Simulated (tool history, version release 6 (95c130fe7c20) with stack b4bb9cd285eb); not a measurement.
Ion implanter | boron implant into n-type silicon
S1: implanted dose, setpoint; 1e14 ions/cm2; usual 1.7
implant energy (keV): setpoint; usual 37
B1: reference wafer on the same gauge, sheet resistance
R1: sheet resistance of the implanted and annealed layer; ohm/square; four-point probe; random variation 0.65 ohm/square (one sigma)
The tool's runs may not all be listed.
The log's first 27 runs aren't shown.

{"day": 13.2, "done": "Faraday cup replaced and dose calibrated"}
{"day": 13.271, "done": "extraction supply calibrated"}
{"run": 28, "day": 13.292, "S1": 1.41, "implant energy (keV)": 37, "B1": 462.97, "R1": 494.21}
{"run": 29, "day": 13.479, "S1": 2.07, "implant energy (keV)": 44, "B1": 462.94, "R1": 363.91}
{"run": 30, "day": 13.775, "S1": 1.7, "implant energy (keV)": 37, "B1": 463.06, "R1": 430.87}
{"run": 31, "day": 14.4, "S1": 1.7, "implant energy (keV)": 42.5, "B1": 462.99, "R1": 421.43}
{"run": 32, "day": 14.988, "S1": 2.15, "implant energy (keV)": 43, "B1": 463.01, "R1": 355.43}
{"run": 33, "day": 15.567, "S1": 1.7, "implant energy (keV)": 43, "B1": 462.83, "R1": 420.41}
{"run": 34, "day": 16.2, "S1": 1.7, "implant energy (keV)": 37, "B1": 462.79, "R1": 430.87}
{"run": 35, "day": 16.475, "S1": 1.7, "implant energy (keV)": 37, "B1": 463.02, "R1": 430.16}

The next listed run, before its measurement:
{"run": 36, "day": 17.025, "S1": 1.31, "implant energy (keV)": 37, "B1": "?", "R1": "?"}

B1: 462.98
R1: 518.45 ohm/square
Without the tool's hidden state the same run would have given R1 520.43 ohm/square.
